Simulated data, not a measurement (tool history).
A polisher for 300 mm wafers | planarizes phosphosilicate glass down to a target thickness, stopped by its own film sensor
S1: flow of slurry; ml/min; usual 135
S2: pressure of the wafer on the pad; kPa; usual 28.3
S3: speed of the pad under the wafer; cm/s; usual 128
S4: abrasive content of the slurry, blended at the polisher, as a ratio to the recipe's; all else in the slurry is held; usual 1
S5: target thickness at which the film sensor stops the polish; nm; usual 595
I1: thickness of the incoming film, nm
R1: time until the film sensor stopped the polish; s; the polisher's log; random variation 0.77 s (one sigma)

{"run": 1, "hour": 0.0, "S1": 135, "S2": 28.3, "S3": 128, "S4": 1, "S5": 595, "I1": 1297.1, "R1": 43.3}
{"run": 2, "hour": 17.2, "S1": 135, "S2": 28.3, "S3": 128, "S4": 1, "S5": 595, "I1": 1321.4, "R1": 45.7}
{"run": 3, "hour": 39.2, "S1": 135, "S2": 28.3, "S3": 128, "S4": 0.9, "S5": 595, "I1": 1304, "R1": 47.7}
{"run": 4, "hour": 74.0, "S1": 135, "S2": 28.3, "S3": 128, "S4": 0.9, "S5": 595, "I1": 1280.2, "R1": 45.5}
{"hour": 93.9, "done": "slurry nozzle cleaned"}
{"hour": 101.6, "done": "slurry blender recalibrated"}
{"hour": 105.2, "done": "worn pad replaced by a new one"}
{"run": 5, "hour": 108.4, "S1": 135, "S2": 28.3, "S3": 128, "S4": 0.9, "S5": 595, "I1": 1301.1, "R1": 49.8}
{"run": 6, "hour": 125.9, "S1": 155, "S2": 28.3, "S3": 128, "S4": 1, "S5": 595, "I1": 1293.5, "R1": 45.4}
{"hour": 134.8, "done": "head pressure recalibrated"}
{"run": 7, "hour": 153.2, "S1": 135, "S2": 22.8, "S3": 128, "S4": 1.2, "S5": 595, "I1": 1309.2, "R1": 49.3}
{"run": 8, "hour": 177.5, "S1": 135, "S2": 22.8, "S3": 128, "S4": 1.2, "S5": 595, "I1": 1284.8, "R1": 46.6}
{"run": 9, "hour": 191.0, "S1": 135, "S2": 28.3, "S3": 128, "S4": 1.1, "S5": 595, "I1": 1288.4, "R1": 42.5}
{"run": 10, "hour": 211.0, "S1": 120, "S2": 21.4, "S3": 128, "S4": 1, "S5": 450, "I1": 1313.9, "R1": 69.1}
{"hour": 228.5, "done": "conditioning disc replaced and pad reconditioned"}
{"run": 11, "hour": 233.3, "S1": 135, "S2": 28.3, "S3": 128, "S4": 1, "S5": 357, "I1": 1321.3, "R1": 58.4}
{"hour": 249.9, "done": "worn pad replaced by a new one"}
{"run": 12, "hour": 250.4, "S1": 135, "S2": 22.8, "S3": 128, "S4": 1.2, "S5": 595, "I1": 1292.7, "R1": 43.6}
{"run": 13, "hour": 269.2, "S1": 160, "S2": 28.3, "S3": 106, "S4": 0.8, "S5": 479, "I1": 1310.5, "R1": 68.4}
{"run": 14, "hour": 302.4, "S1": 175, "S2": 36.5, "S3": 128, "S4": 1, "S5": 493, "I1": 1273.2, "R1": 38}
{"run": 15, "hour": 332.6, "S1": 120, "S2": 24.1, "S3": 128, "S4": 0.7, "S5": 364, "I1": 1289.4, "R1": 83.4}
{"run": 16, "hour": 356.3, "S1": 135, "S2": 28.3, "S3": 128, "S4": 0.7, "S5": 522, "I1": 1293.5, "R1": 63.6}
{"hour": 361.5, "done": "slurry blender recalibrated"}
{"run": 17, "hour": 371.9, "S1": 135, "S2": 24.1, "S3": 128, "S4": 0.9, "S5": 470, "I1": 1299.6, "R1": 59.8}
{"hour": 386.7, "done": "worn pad replaced by a new one"}
{"run": 18, "hour": 389.6, "S1": 135, "S2": 28.3, "S3": 128, "S4": 1, "S5": 595, "I1": 1288.6, "R1": 43.8}
{"run": 19, "hour": 407.3, "S1": 135, "S2": 28.3, "S3": 164, "S4": 1, "S5": 595, "I1": 1304.1, "R1": 35.2}
{"run": 20, "hour": 434.7, "S1": 135, "S2": 22.8, "S3": 128, "S4": 1.2, "S5": 595, "I1": 1287.6, "R1": 42.6}

Forecast run 21:
{"hour": 446.5, "done": "slurry nozzle cleaned"}
{"run": 21, "hour": 461.2, "S1": 135, "S2": 28.3, "S3": 128, "S4": 0.9, "S5": 595, "I1": 1317.3, "R1": "?"}

Run 21 gave R1 47.1 s.
Without the tool's hidden state the same run would have given R1 45.9 s.
